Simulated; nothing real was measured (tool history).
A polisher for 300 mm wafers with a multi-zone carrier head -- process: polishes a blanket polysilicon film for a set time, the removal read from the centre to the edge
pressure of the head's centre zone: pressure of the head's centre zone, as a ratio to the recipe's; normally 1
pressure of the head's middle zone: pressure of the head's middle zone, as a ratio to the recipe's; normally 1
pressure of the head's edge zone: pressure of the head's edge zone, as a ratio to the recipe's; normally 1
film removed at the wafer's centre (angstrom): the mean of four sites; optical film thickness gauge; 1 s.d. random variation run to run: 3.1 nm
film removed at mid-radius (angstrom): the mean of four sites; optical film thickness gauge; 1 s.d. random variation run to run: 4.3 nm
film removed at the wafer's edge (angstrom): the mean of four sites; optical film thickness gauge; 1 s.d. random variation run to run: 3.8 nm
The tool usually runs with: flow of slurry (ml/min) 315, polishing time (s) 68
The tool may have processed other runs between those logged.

run	hour	flow of slurry (ml/min)	pressure of the head's centre zone	pressure of the head's middle zone	pressure of the head's edge zone	polishing time (s)	incoming thickness of the incoming film, nm	film removed at the wafer's centre (angstrom)	film removed at mid-radius (angstrom)	film removed at the wafer's edge (angstrom)
1	0	360	0.95	1.08	1	68	1193.7	3511	3948	3540
# hour 21.8: centre zone pressure recalibrated
2	32.3	315	1	1	1.11	68	1186.9	3625	3728	3807
3	77.4	215	1.04	1.09	1.11	68	1186.9	3549	3823	3608
4	105.7	315	1	0.93	1	68	1176.5	3663	3531	3572
5	169.1	315	0.92	0.92	1	68	1176.6	3296	3486	3605
# hour 187.9: edge zone pressure recalibrated
6	221.9	315	1.05	1.04	0.92	68	1169.5	3740	3852	3415
# hour 227.4: worn pad replaced by a new one
7	261.9	315	1.08	1	0.88	68	1196.4	3945	3711	3376
8	294	315	1	1	1	76	1178.3	4092	4228	3976
9	342.4	315	1	0.95	1	80	1194.8	4255	4221	4166
# hour 422.1: slurry nozzle cleaned
10	499.2	235	1	1	0.95	68	1178.3	3473	3554	3398
11	614	315	1	1	1	89	1183.4	4677	4839	4684
12	675.7	315	1	0.96	0.9	55	1180.2	2943	2945	2766
# hour 745.3: worn pad replaced by a new one
# hour 823.3: carrier head's membrane replaced by a new one
13	827.7	385	1	1.05	0.88	74	1189	4023	4290	3788
14	859	410	1.09	1	0.97	68	1181.8	4066	3798	3598
# hour 904.5: slurry nozzle cleaned
15	927.3	375	1	1	1.1	84	1201.1	4633	4676	4577
16	965.5	315	1	1	0.89	56	1192.7	3021	3052	2833
# hour 997.2: edge zone pressure recalibrated
17	1021.3	420	0.94	0.91	1	68	1197.9	3453	3598	3630

Run 18 comes next. What will it give?
18	1076.8	315	1	1	1	68	1174.4	?	?	?

film removed at the wafer's centre (angstrom): 3693
film removed at mid-radius (angstrom): 3704
film removed at the wafer's edge (angstrom): 3581
Without the tool's hidden state the same run would have given film removed at the wafer's centre (angstrom) 3693, film removed at mid-radius (angstrom) 3704, film removed at the wafer's edge (angstrom) 3581.

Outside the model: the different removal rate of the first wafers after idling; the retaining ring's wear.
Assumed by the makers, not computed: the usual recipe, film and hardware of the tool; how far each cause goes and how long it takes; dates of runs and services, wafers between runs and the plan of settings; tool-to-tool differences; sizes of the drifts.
